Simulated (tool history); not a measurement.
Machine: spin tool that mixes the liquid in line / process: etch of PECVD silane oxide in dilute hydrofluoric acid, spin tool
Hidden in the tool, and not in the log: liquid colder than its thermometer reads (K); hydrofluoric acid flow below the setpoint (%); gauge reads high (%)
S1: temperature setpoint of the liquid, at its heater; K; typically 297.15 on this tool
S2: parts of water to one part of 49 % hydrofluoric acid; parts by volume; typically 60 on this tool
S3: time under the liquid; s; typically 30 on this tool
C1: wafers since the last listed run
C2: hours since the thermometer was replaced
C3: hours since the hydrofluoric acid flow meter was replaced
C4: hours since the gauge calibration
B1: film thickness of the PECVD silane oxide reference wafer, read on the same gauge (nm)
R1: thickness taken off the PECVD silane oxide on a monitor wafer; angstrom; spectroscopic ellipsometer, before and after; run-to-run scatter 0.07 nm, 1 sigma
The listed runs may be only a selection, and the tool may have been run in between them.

{"run": 1, "hour": 0.0, "S1": 293.65, "S2": 60, "S3": 15, "C1": 0, "C2": 1635.1, "C3": 527.2, "C4": 932.7, "B1": 99.98, "R1": 59.3}
{"run": 2, "hour": 23.8, "S1": 297.15, "S2": 60, "S3": 30, "C1": 441, "C2": 1658.9, "C3": 551.0, "C4": 956.5, "B1": 100.02, "R1": 136.7}
{"run": 3, "hour": 36.6, "S1": 297.15, "S2": 60, "S3": 30, "C1": 237, "C2": 1671.7, "C3": 563.8, "C4": 969.3, "B1": 100.05, "R1": 136.5}
{"run": 4, "hour": 133.3, "S1": 297.15, "S2": 60, "S3": 30, "C1": 1792, "C2": 1768.4, "C3": 660.5, "C4": 1066.0, "B1": 99.96, "R1": 136.0}
{"run": 5, "hour": 159.2, "S1": 297.15, "S2": 60, "S3": 30, "C1": 480, "C2": 1794.3, "C3": 686.4, "C4": 1091.9, "B1": 100.02, "R1": 135.0}
{"hour": 180.7, "done": "thermometer replaced"}
{"run": 6, "hour": 187.3, "S1": 297.15, "S2": 60, "S3": 30, "C1": 502, "C2": 6.6, "C3": 714.5, "C4": 1120.0, "B1": 100.01, "R1": 144.2}
{"run": 7, "hour": 208.1, "S1": 297.15, "S2": 60, "S3": 25, "C1": 385, "C2": 27.4, "C3": 735.3, "C4": 1140.8, "B1": 100.03, "R1": 118.4}
{"run": 8, "hour": 228.2, "S1": 297.15, "S2": 60, "S3": 25, "C1": 372, "C2": 47.5, "C3": 755.4, "C4": 1160.9, "B1": 99.98, "R1": 119.7}
{"hour": 229.0, "done": "gauge calibrated"}
{"run": 9, "hour": 247.3, "S1": 297.15, "S2": 60, "S3": 25, "C1": 354, "C2": 66.6, "C3": 774.5, "C4": 18.3, "B1": 99.99, "R1": 118.2}
{"run": 10, "hour": 282.9, "S1": 300.65, "S2": 60, "S3": 30, "C1": 659, "C2": 102.2, "C3": 810.1, "C4": 53.9, "B1": 100.02, "R1": 163.5}
{"run": 11, "hour": 318.5, "S1": 300.65, "S2": 60, "S3": 30, "C1": 659, "C2": 137.8, "C3": 845.7, "C4": 89.5, "B1": 100.01, "R1": 165.7}
{"run": 12, "hour": 353.0, "S1": 295.65, "S2": 35, "S3": 40, "C1": 639, "C2": 172.3, "C3": 880.2, "C4": 124.0, "B1": 100.05, "R1": 314.1}
{"run": 13, "hour": 377.7, "S1": 297.15, "S2": 60, "S3": 30, "C1": 457, "C2": 197.0, "C3": 904.9, "C4": 148.7, "B1": 100.03, "R1": 141.8}
{"run": 14, "hour": 410.8, "S1": 301.65, "S2": 60, "S3": 40, "C1": 613, "C2": 230.1, "C3": 938.0, "C4": 181.8, "B1": 100.01, "R1": 227.9}
{"run": 15, "hour": 443.8, "S1": 301.65, "S2": 50, "S3": 15, "C1": 611, "C2": 263.1, "C3": 971.0, "C4": 214.8, "B1": 100.03, "R1": 104.2}
{"run": 16, "hour": 478.4, "S1": 294.65, "S2": 85, "S3": 15, "C1": 641, "C2": 297.7, "C3": 1005.6, "C4": 249.4, "B1": 100.03, "R1": 43.4}
{"run": 17, "hour": 561.3, "S1": 295.65, "S2": 30, "S3": 35, "C1": 1536, "C2": 380.6, "C3": 1088.5, "C4": 332.3, "B1": 100.01, "R1": 321.7}
{"run": 18, "hour": 589.3, "S1": 297.15, "S2": 60, "S3": 30, "C1": 519, "C2": 408.6, "C3": 1116.5, "C4": 360.3, "B1": 100.04, "R1": 141.3}
{"run": 19, "hour": 625.1, "S1": 297.15, "S2": 60, "S3": 30, "C1": 663, "C2": 444.4, "C3": 1152.3, "C4": 396.1, "B1": 99.96, "R1": 141.1}
{"run": 20, "hour": 650.0, "S1": 300.15, "S2": 40, "S3": 45, "C1": 461, "C2": 469.3, "C3": 1177.2, "C4": 421.0, "B1": 99.96, "R1": 370.9}
{"hour": 658.5, "done": "hydrofluoric acid flow meter replaced"}
{"run": 21, "hour": 679.5, "S1": 293.15, "S2": 60, "S3": 40, "C1": 528, "C2": 498.8, "C3": 21.0, "C4": 450.5, "B1": 100.0, "R1": 159.2}
{"run": 22, "hour": 693.2, "S1": 297.15, "S2": 45, "S3": 30, "C1": 253, "C2": 512.5, "C3": 34.7, "C4": 464.2, "B1": 100.0, "R1": 191.1}
{"run": 23, "hour": 718.3, "S1": 294.65, "S2": 45, "S3": 15, "C1": 465, "C2": 537.6, "C3": 59.8, "C4": 489.3, "B1": 99.97, "R1": 86.1}
{"run": 24, "hour": 747.9, "S1": 300.15, "S2": 60, "S3": 30, "C1": 548, "C2": 567.2, "C3": 89.4, "C4": 518.9, "B1": 99.93, "R1": 159.8}
{"run": 25, "hour": 769.8, "S1": 297.15, "S2": 70, "S3": 20, "C1": 406, "C2": 589.1, "C3": 111.3, "C4": 540.8, "B1": 100.03, "R1": 79.0}
{"run": 26, "hour": 787.5, "S1": 297.15, "S2": 70, "S3": 35, "C1": 328, "C2": 606.8, "C3": 129.0, "C4": 558.5, "B1": 99.96, "R1": 139.3}
{"run": 27, "hour": 814.5, "S1": 292.15, "S2": 85, "S3": 30, "C1": 500, "C2": 633.8, "C3": 156.0, "C4": 585.5, "B1": 99.99, "R1": 78.8}
{"run": 28, "hour": 831.0, "S1": 297.15, "S2": 60, "S3": 30, "C1": 305, "C2": 650.3, "C3": 172.5, "C4": 602.0, "B1": 100.0, "R1": 140.7}
{"run": 29, "hour": 859.7, "S1": 293.15, "S2": 60, "S3": 15, "C1": 532, "C2": 679.0, "C3": 201.2, "C4": 630.7, "B1": 100.01, "R1": 59.3}
{"run": 30, "hour": 893.2, "S1": 293.15, "S2": 75, "S3": 15, "C1": 621, "C2": 712.5, "C3": 234.7, "C4": 664.2, "B1": 100.01, "R1": 46.7}
{"run": 31, "hour": 909.8, "S1": 295.65, "S2": 60, "S3": 30, "C1": 307, "C2": 729.1, "C3": 251.3, "C4": 680.8, "B1": 100.0, "R1": 131.8}
{"run": 32, "hour": 943.4, "S1": 294.65, "S2": 70, "S3": 40, "C1": 622, "C2": 762.7, "C3": 284.9, "C4": 714.4, "B1": 99.99, "R1": 141.8}

Branching from run 32: 5 alternative next runs. What would each branch give?
{"run": "A", "hour": 943.8, "S1": 297.15, "S2": 60, "S3": 30, "C1": 7, "C2": 763.1, "C3": 285.3, "C4": 714.8, "B1": "?", "R1": "?"}
{"run": "B", "hour": 943.8, "S1": 292.65, "S2": 45, "S3": 25, "C1": 7, "C2": 763.1, "C3": 285.3, "C4": 714.8, "B1": "?", "R1": "?"}
{"run": "C", "hour": 943.8, "S1": 294.65, "S2": 80, "S3": 30, "C1": 7, "C2": 763.1, "C3": 285.3, "C4": 714.8, "B1": "?", "R1": "?"}
{"run": "D", "hour": 943.8, "S1": 293.15, "S2": 60, "S3": 50, "C1": 7, "C2": 763.1, "C3": 285.3, "C4": 714.8, "B1": "?", "R1": "?"}
{"run": "E", "hour": 943.8, "S1": 299.15, "S2": 60, "S3": 30, "C1": 7, "C2": 763.1, "C3": 285.3, "C4": 714.8, "B1": "?", "R1": "?"}

run=A B1=99.97 R1=140.2
run=B B1=99.97 R1=131.4
run=C B1=99.97 R1=92.6
run=D B1=99.97 R1=197.8
run=E B1=99.97 R1=152.1
What these runs would have given with no unlogged condition in the tool:
run=A R1=143.5
run=B R1=134.6
run=C R1=94.8
run=D R1=202.6
run=E R1=155.6

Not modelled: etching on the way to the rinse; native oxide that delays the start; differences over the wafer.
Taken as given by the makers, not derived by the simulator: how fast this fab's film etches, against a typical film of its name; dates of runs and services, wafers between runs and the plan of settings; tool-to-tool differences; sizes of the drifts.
